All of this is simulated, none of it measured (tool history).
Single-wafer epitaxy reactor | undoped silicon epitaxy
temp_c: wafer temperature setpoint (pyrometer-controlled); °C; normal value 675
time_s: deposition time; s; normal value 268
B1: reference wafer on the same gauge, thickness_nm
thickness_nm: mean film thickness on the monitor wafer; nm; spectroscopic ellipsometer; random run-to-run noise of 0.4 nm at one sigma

run 1 hour=0.0 | temp_c=675 time_s=268 | B1=77.520 | thickness_nm=88.420
run 2 hour=66.3 | temp_c=675 time_s=268 | B1=77.508 | thickness_nm=88.061
run 3 hour=103.1 | temp_c=675 time_s=268 | B1=77.477 | thickness_nm=88.739
run 4 hour=166.0 | temp_c=675 time_s=268 | B1=77.560 | thickness_nm=88.388
run 5 hour=258.8 | temp_c=675 time_s=268 | B1=77.566 | thickness_nm=88.355
run 6 hour=295.2 | temp_c=680 time_s=268 | B1=77.434 | thickness_nm=99.423
run 7 hour=385.8 | temp_c=680 time_s=268 | B1=77.596 | thickness_nm=99.580
run 8 hour=689.8 | temp_c=675 time_s=268 | B1=77.548 | thickness_nm=89.297
run 9 hour=747.0 | temp_c=675 time_s=242 | B1=77.514 | thickness_nm=80.817
run 10 hour=823.3 | temp_c=675 time_s=242 | B1=77.512 | thickness_nm=80.052
run 11 hour=875.4 | temp_c=675 time_s=242 | B1=77.415 | thickness_nm=80.962
run 12 hour=921.4 | temp_c=675 time_s=268 | B1=77.511 | thickness_nm=88.393
run 13 hour=963.5 | temp_c=675 time_s=268 | B1=77.465 | thickness_nm=88.966
run 14 hour=1017.5 | temp_c=675 time_s=268 | B1=77.516 | thickness_nm=89.257
-- hour=1033.1 gauge calibrated
run 15 hour=1107.8 | temp_c=675 time_s=227 | B1=77.462 | thickness_nm=75.864
-- hour=1158.1 pyrometer calibrated
run 16 hour=1173.8 | temp_c=675 time_s=227 | B1=77.491 | thickness_nm=71.985
run 17 hour=1485.5 | temp_c=675 time_s=227 | B1=77.474 | thickness_nm=73.056
run 18 hour=1685.5 | temp_c=679 time_s=268 | B1=77.554 | thickness_nm=93.982
run 19 hour=1725.7 | temp_c=679 time_s=268 | B1=77.450 | thickness_nm=96.292
run 20 hour=1892.9 | temp_c=675 time_s=268 | B1=77.486 | thickness_nm=86.750
run 21 hour=1983.9 | temp_c=675 time_s=268 | B1=77.583 | thickness_nm=87.501
run 22 hour=2061.0 | temp_c=675 time_s=268 | B1=77.462 | thickness_nm=87.620
run 23 hour=2121.8 | temp_c=682 time_s=220 | B1=77.461 | thickness_nm=84.682
run 24 hour=2174.8 | temp_c=675 time_s=236 | B1=77.416 | thickness_nm=76.954
run 25 hour=2226.9 | temp_c=680 time_s=307 | B1=77.481 | thickness_nm=112.451

What will run 26 give?
run 26 hour=2301.5 | temp_c=671 time_s=253 | B1=? | thickness_nm=?

{"run 26": {"B1": 77.449, "thickness_nm": 75.679}}
Take away the tool's hidden state, keep the run-to-run variation as it was, and the same run would have given thickness_nm 73.507 nm.

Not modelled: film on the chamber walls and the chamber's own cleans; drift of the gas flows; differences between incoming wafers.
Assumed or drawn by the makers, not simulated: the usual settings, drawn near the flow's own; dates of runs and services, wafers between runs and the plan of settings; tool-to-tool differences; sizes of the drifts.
